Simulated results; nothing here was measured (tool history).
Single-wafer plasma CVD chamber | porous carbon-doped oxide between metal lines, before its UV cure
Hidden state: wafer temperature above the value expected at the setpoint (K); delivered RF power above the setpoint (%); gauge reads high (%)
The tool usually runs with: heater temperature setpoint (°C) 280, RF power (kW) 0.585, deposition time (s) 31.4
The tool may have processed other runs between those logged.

| run | hour | heater temperature setpoint (°C) | RF power (kW) | deposition time (s) | wafers since the last listed run | hours since the last thermocouple change | hours since the last RF generator calibration | hours since the showerhead was replaced | hours since the gauge calibration | read-back reference wafer on the same gauge, thickness_nm | mean film thickness on the monitor wafer (Å) |
|---|---|---|---|---|---|---|---|---|---|---|---|
| 1 | 0 | 280 | 0.655 | 26.9 | 0 | 2384.6 | 2493.8 | 3433.1 | 73.5 | 183.965 | 1977.24 |
| 2 | 17.6 | 280 | 0.655 | 26.9 | 626 | 2402.2 | 2511.4 | 3450.7 | 91.1 | 184.069 | 1975.71 |
| 3 | 26.7 | 280 | 0.585 | 30.1 | 324 | 2411.3 | 2520.5 | 3459.8 | 100.2 | 183.945 | 2012.85 |
| 4 | 34.4 | 280 | 0.585 | 30.1 | 274 | 2419 | 2528.2 | 3467.5 | 107.9 | 184.009 | 2018.76 |
| 5 | 45.9 | 280 | 0.585 | 30.1 | 409 | 2430.5 | 2539.7 | 3479 | 119.4 | 183.942 | 2010.61 |
| 6 | 55.3 | 280 | 0.585 | 31.4 | 334 | 2439.9 | 2549.1 | 3488.4 | 128.8 | 184.102 | 2096.77 |
| 7 | 66.3 | 280 | 0.585 | 31.4 | 391 | 2450.9 | 2560.1 | 3499.4 | 139.8 | 184.019 | 2096.42 |
| 8 | 83.7 | 280 | 0.585 | 31.4 | 619 | 2468.3 | 2577.5 | 3516.8 | 157.2 | 183.979 | 2096.69 |
| 9 | 90.4 | 280 | 0.585 | 31.4 | 238 | 2475 | 2584.2 | 3523.5 | 163.9 | 183.916 | 2087.96 |
| 10 | 100 | 280 | 0.585 | 31.4 | 341 | 2484.6 | 2593.8 | 3533.1 | 173.5 | 184.013 | 2090.18 |
| 11 | 110.6 | 280 | 0.585 | 31.4 | 377 | 2495.2 | 2604.4 | 3543.7 | 184.1 | 183.922 | 2087.76 |
| 12 | 123.9 | 280 | 0.585 | 31.4 | 473 | 2508.5 | 2617.7 | 3557 | 197.4 | 184.119 | 2085.64 |
|  | 136 | gauge calibrated |
| 13 | 137 | 280 | 0.585 | 31.4 | 466 | 2521.6 | 2630.8 | 3570.1 | 1 | 184.204 | 2092.47 |
| 14 | 152.3 | 280 | 0.585 | 31.4 | 544 | 2536.9 | 2646.1 | 3585.4 | 16.3 | 184 | 2087.99 |
| 15 | 163.1 | 280 | 0.585 | 31.4 | 384 | 2547.7 | 2656.9 | 3596.2 | 27.1 | 184.062 | 2086.41 |
| 16 | 175.8 | 280 | 0.585 | 31.4 | 452 | 2560.4 | 2669.6 | 3608.9 | 39.8 | 183.956 | 2081.71 |
|  | 186.2 | RF generator calibrated |
| 17 | 186.7 | 294 | 0.525 | 31.4 | 103 | 2571.3 | 0.5 | 3619.8 | 50.7 | 184.047 | 1871.87 |
| 18 | 191.9 | 273 | 0.585 | 31.4 | 185 | 2576.5 | 5.7 | 3625 | 55.9 | 183.958 | 2381.67 |
|  | 217 | thermocouple changed; heater temperature recalibrated |
| 19 | 217.5 | 269 | 0.585 | 25.4 | 626 | 0.5 | 31.3 | 3650.6 | 81.5 | 183.992 | 1934.48 |
| 20 | 226.8 | 266 | 0.665 | 31.4 | 331 | 9.8 | 40.6 | 3659.9 | 90.8 | 184.049 | 2685.04 |
| 21 | 242.7 | 280 | 0.585 | 31.4 | 566 | 25.7 | 56.5 | 3675.8 | 106.7 | 183.853 | 2191.86 |
|  | 263.1 | showerhead replaced |
| 22 | 263.6 | 280 | 0.585 | 30.1 | 459 | 46.6 | 77.4 | 0.5 | 127.6 | 184.046 | 2098.24 |
| 23 | 270.8 | 269 | 0.64 | 33.8 | 256 | 53.8 | 84.6 | 7.7 | 134.8 | 184.075 | 2738.2 |
| 24 | 278.2 | 294 | 0.585 | 33.1 | 263 | 61.2 | 92 | 15.1 | 142.2 | 184.07 | 2091.15 |
| 25 | 292.1 | 280 | 0.585 | 31.4 | 494 | 75.1 | 105.9 | 29 | 156.1 | 183.859 | 2187.03 |
| 26 | 305.4 | 286 | 0.585 | 31.4 | 473 | 88.4 | 119.2 | 42.3 | 169.4 | 183.884 | 2096.33 |
| 27 | 313.8 | 280 | 0.5 | 31.4 | 299 | 96.8 | 127.6 | 50.7 | 177.8 | 184.015 | 1922.46 |
| 28 | 328 | 280 | 0.585 | 31.4 | 505 | 111 | 141.8 | 64.9 | 192 | 183.909 | 2187.83 |
| 29 | 336.2 | 280 | 0.685 | 31.4 | 292 | 119.2 | 150 | 73.1 | 200.2 | 183.949 | 2468.98 |

Estimate the outcome of run 30 from the log above:
| 30 | 351.9 | 280 | 0.635 | 33.7 | 559 | 134.9 | 165.7 | 88.8 | 215.9 | ? | ? |

{"run 30": {"read-back reference wafer on the same gauge, thickness_nm": 184.069, "mean film thickness on the monitor wafer (Å)": 2500.97}}
Had the tool carried no hidden state, the very same run would have given mean film thickness on the monitor wafer (Å) 2490.12.
